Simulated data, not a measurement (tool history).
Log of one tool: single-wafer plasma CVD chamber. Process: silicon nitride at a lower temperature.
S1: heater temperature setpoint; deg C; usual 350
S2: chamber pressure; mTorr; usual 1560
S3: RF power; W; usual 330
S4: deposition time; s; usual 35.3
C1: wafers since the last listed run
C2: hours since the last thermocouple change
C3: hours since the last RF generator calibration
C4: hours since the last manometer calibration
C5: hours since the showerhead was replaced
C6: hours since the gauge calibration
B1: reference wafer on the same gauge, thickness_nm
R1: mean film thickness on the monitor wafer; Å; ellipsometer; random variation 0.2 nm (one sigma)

run   hour   S1    S2   S3    S4   C1      C2      C3      C4      C5     C6      B1      R1
  1    0.0  350  1770  330  35.3    0  2009.0  1546.6  1719.5  3450.0   40.4  38.612  430.95
      10.6  -- showerhead replaced
  2   13.7  350  1560  330  35.3  149  2022.7  1560.3  1733.2     3.1   54.1  38.625  419.69
  3   24.9  350  1560  330  35.3  294  2033.9  1571.5  1744.4    14.3   65.3  38.591  422.27
  4   32.3  350  1560  355  35.3  194  2041.3  1578.9  1751.8    21.7   72.7  38.654  440.98
  5   44.0  350  1560  375  35.3  307  2053.0  1590.6  1763.5    33.4   84.4  38.598  464.36
  6   61.6  350  1560  375  35.3  462  2070.6  1608.2  1781.1    51.0  102.0  38.591  464.57
  7   70.3  350  1560  375  35.3  228  2079.3  1616.9  1789.8    59.7  110.7  38.603  463.65
      78.4  -- capacitance manometer re-zeroed and calibrated
  8   81.9  350  1560  330  38.8   94  2090.9  1628.5     3.5    71.3  122.3  38.612  457.68
  9   90.7  357  1430  295  40.3  231  2099.7  1637.3    12.3    80.1  131.1  38.613  417.47
 10  106.6  357  1840  330  40.6  418  2115.6  1653.2    28.2    96.0  147.0  38.546  499.29
 11  117.6  359  1560  330  35.3  289  2126.6  1664.2    39.2   107.0  158.0  38.622  414.62
 12  132.6  358  1560  285  35.3  394  2141.6  1679.2    54.2   122.0  173.0  38.549  363.63
 13  143.4  355  1560  380  35.3  283  2152.4  1690.0    65.0   132.8  183.8  38.567  465.93
 14  155.0  357  1770  265  29.3  304  2164.0  1701.6    76.6   144.4  195.4  38.653  286.69
     167.2  -- RF generator calibrated
 15  167.7  350  1560  330  35.3  123  2176.7     0.5    89.3   157.1  208.1  38.569  448.23
 16  176.8  350  1410  330  35.3  239  2185.8     9.6    98.4   166.2  217.2  38.654  437.72
     188.8  -- thermocouple changed; heater temperature recalibrated
 17  189.3  335  1560  330  42.2  118     0.5    22.1   110.9   178.7  229.7  38.523  545.45
 18  196.4  345  1560  310  33.3  186     7.6    29.2   118.0   185.8  236.8  38.690  402.27
 19  203.8  350  1560  330  35.3  194    15.0    36.6   125.4   193.2  244.2  38.643  448.15
 20  215.1  350  1680  330  35.3  297    26.3    47.9   136.7   204.5  255.5  38.660  457.05
 21  223.4  350  1560  330  35.3  218    34.6    56.2   145.0   212.8  263.8  38.606  450.53
 22  232.5  350  1560  330  30.6  239    43.7    65.3   154.1   221.9  272.9  38.606  391.67
 23  245.1  358  1560  330  35.3  331    56.3    77.9   166.7   234.5  285.5  38.561  449.08
 24  254.4  350  1560  290  31.3  244    65.6    87.2   176.0   243.8  294.8  38.623  353.91
 25  262.5  350  1170  330  35.3  212    73.7    95.3   184.1   251.9  302.9  38.628  415.16
 26  273.1  358  1560  330  35.3  278    84.3   105.9   194.7   262.5  313.5  38.580  447.35
 27  287.7  350  1560  330  35.3  383    98.9   120.5   209.3   277.1  328.1  38.560  449.82
 28  299.9  355  1430  305  33.4  320   111.1   132.7   221.5   289.3  340.3  38.650  384.37

5 ways to go on from here, each from the tool as it stands after run 28. What would each give?
  A  300.3  350  1560  330  35.3  10  111.5  133.1  221.9  289.7  340.7   ?   ?
  B  300.3  345  1560  330  35.3  10  111.5  133.1  221.9  289.7  340.7   ?   ?
  C  300.3  350  1560  365  35.3  10  111.5  133.1  221.9  289.7  340.7   ?   ?
  D  300.3  359  1760  305  38.1  10  111.5  133.1  221.9  289.7  340.7   ?   ?
  E  300.3  341  1560  385  29.5  10  111.5  133.1  221.9  289.7  340.7   ?   ?

run      B1      R1
  A  38.607  448.14
  B  38.607  449.08
  C  38.607  487.16
  D  38.607  463.02
  E  38.607  426.51
Without the tool's hidden state the same runs would have given:
run      R1
  A  451.92
  B  452.87
  C  491.11
  D  467.03
  E  429.75

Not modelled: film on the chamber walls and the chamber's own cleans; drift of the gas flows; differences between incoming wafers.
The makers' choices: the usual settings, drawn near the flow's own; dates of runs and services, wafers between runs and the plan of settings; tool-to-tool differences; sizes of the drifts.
